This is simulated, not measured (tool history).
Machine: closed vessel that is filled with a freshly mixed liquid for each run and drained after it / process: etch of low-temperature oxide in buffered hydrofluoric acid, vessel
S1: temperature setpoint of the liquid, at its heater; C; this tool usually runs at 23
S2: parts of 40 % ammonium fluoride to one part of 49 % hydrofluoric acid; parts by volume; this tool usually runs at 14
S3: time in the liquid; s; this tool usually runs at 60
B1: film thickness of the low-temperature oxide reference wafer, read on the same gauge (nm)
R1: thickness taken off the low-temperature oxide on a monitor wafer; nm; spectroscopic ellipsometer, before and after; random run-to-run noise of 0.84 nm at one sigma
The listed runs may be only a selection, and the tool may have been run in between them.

| run | hour | S1 | S2 | S3 | B1 | R1 |
|---|---|---|---|---|---|---|
| 1 | 0 | 23 | 14 | 60 | 108.43 | 172.04 |
| 2 | 23.7 | 23 | 14 | 60 | 108.43 | 171.94 |
| 3 | 41.7 | 23 | 14 | 80 | 108.36 | 227.15 |
| 4 | 72.2 | 23 | 14 | 80 | 108.33 | 227.62 |
| 5 | 87.3 | 23 | 14 | 80 | 108.3 | 228.2 |
| 6 | 109.7 | 20 | 14 | 75 | 108.31 | 178.79 |
|  | 172.2 | gauge calibrated |
| 7 | 191.8 | 20 | 14 | 75 | 110.04 | 183.59 |
|  | 198.4 | hydrofluoric acid flow meter replaced |
| 8 | 205.2 | 20 | 14 | 75 | 109.85 | 184.27 |
| 9 | 232.5 | 23 | 14 | 60 | 109.59 | 174.21 |
|  | 254.5 | thermometer replaced |
| 10 | 255.6 | 23 | 16 | 60 | 109.4 | 152.82 |
| 11 | 282.1 | 23 | 14 | 60 | 109.22 | 171.93 |
| 12 | 307.8 | 23 | 18.5 | 60 | 109.07 | 131.49 |
| 13 | 324 | 23 | 10.5 | 45 | 109 | 170.3 |
| 14 | 358.4 | 20 | 14 | 60 | 108.83 | 145.96 |
| 15 | 387.2 | 23 | 14 | 60 | 108.76 | 172.89 |
| 16 | 427.6 | 23 | 14 | 70 | 108.65 | 201.43 |
| 17 | 461.6 | 27.5 | 9.5 | 80 | 108.59 | 416 |
| 18 | 488.7 | 24.5 | 11 | 30 | 108.51 | 118.39 |

4 options for the next run, each taken on its own from the tool as it stands now. Forecast them:
| A | 489.4 | 23 | 14 | 60 | ? | ? |
| B | 489.4 | 23 | 19.5 | 40 | ? | ? |
| C | 489.4 | 27 | 10.5 | 30 | ? | ? |
| D | 489.4 | 25.5 | 14 | 30 | ? | ? |

| run | B1 | R1 |
|---|---|---|
| A | 108.55 | 171.86 |
| B | 108.55 | 82.68 |
| C | 108.55 | 141.39 |
| D | 108.55 | 98.48 |
The same runs, with their run-to-run variation unchanged, on a tool lacking any hidden condition would have given:
| run | R1 |
|---|---|
| A | 174.19 |
| B | 83.8 |
| C | 143.31 |
| D | 99.81 |

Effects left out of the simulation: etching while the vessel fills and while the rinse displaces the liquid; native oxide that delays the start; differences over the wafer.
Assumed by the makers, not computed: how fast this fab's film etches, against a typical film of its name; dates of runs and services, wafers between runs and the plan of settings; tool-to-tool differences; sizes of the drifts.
